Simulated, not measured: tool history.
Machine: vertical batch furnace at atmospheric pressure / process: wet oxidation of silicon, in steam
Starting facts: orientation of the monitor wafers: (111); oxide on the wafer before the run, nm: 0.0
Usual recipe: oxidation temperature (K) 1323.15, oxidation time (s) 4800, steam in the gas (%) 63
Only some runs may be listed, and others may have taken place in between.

run   hour  oxidation temperature (K)  oxidation time (s)  steam in the gas (%)  wafers since the last listed run  hours since the last temperature calibration  hours since the steam generator was serviced  hours since the gauge calibration  read-back reference wafer on the same gauge, thickness  oxide thickness on the monitor wafer (angstrom)
  1      0                    1323.15                4230                    63                                 0                                        4490.5                                          1081                              326.7                                                  569.87                                           4783.7
  2   52.9                    1323.15                3930                    63                               411                                        4543.4                                        1133.9                              379.6                                                  569.78                                           4599.3
  3   79.7                    1323.15                3930                    63                               208                                        4570.2                                        1160.7                              406.4                                                  570.11                                           4571.6
  4  149.3                    1323.15                3930                    63                               540                                        4639.8                                        1230.3                                476                                                  570.02                                           4601.7
  5  197.7                    1323.15                4800                    63                               376                                        4688.2                                        1278.7                              524.4                                                  569.52                                           5136.5
  6  232.1                    1323.15                4800                    63                               267                                        4722.6                                        1313.1                              558.8                                                  569.94                                           5135.2
  7  263.1                    1323.15                4800                    63                               240                                        4753.6                                        1344.1                              589.8                                                  569.84                                           5138.9
  8  295.2                    1323.15                4800                    63                               249                                        4785.7                                        1376.2                              621.9                                                  570.14                                           5155.1
  9  347.9                    1323.15                4800                    63                               409                                        4838.4                                        1428.9                              674.6                                                  570.04                                           5122.4
 10  417.6                    1323.15                3210                    63                               541                                        4908.1                                        1498.6                              744.3                                                  570.24                                           4077.7
 11  449.6                    1323.15                3210                    63                               248                                        4940.1                                        1530.6                              776.3                                                  569.89                                           4084.3
 12  502.1                    1323.15                3210                    63                               408                                        4992.6                                        1583.1                              828.8                                                  570.34                                           4075.8
 13  551.5                    1323.15                3480                    63                               383                                          5042                                        1632.5                              878.2                                                  570.12                                           4284.9
     620.2  -- thermocouples replaced and temperature profile calibrated
 14  621.8                    1323.15                3480                    63                               359                                           1.6                                        1702.8                              948.5                                                  570.38                                           4287.1
 15  689.5                    1323.15                4800                    63                               526                                          69.3                                        1770.5                             1016.2                                                  569.93                                           5114.7

Run 16 comes next. What will it give?
 16  750.8                    1323.15                4800                    74                               476                                         130.6                                        1831.8                             1077.5                                                       ?                                                ?

read-back reference wafer on the same gauge, thickness: 570.2
oxide thickness on the monitor wafer (angstrom): 5632.5
Had the tool carried no hidden state, the very same run would have given oxide thickness on the monitor wafer (angstrom) 5632.5.

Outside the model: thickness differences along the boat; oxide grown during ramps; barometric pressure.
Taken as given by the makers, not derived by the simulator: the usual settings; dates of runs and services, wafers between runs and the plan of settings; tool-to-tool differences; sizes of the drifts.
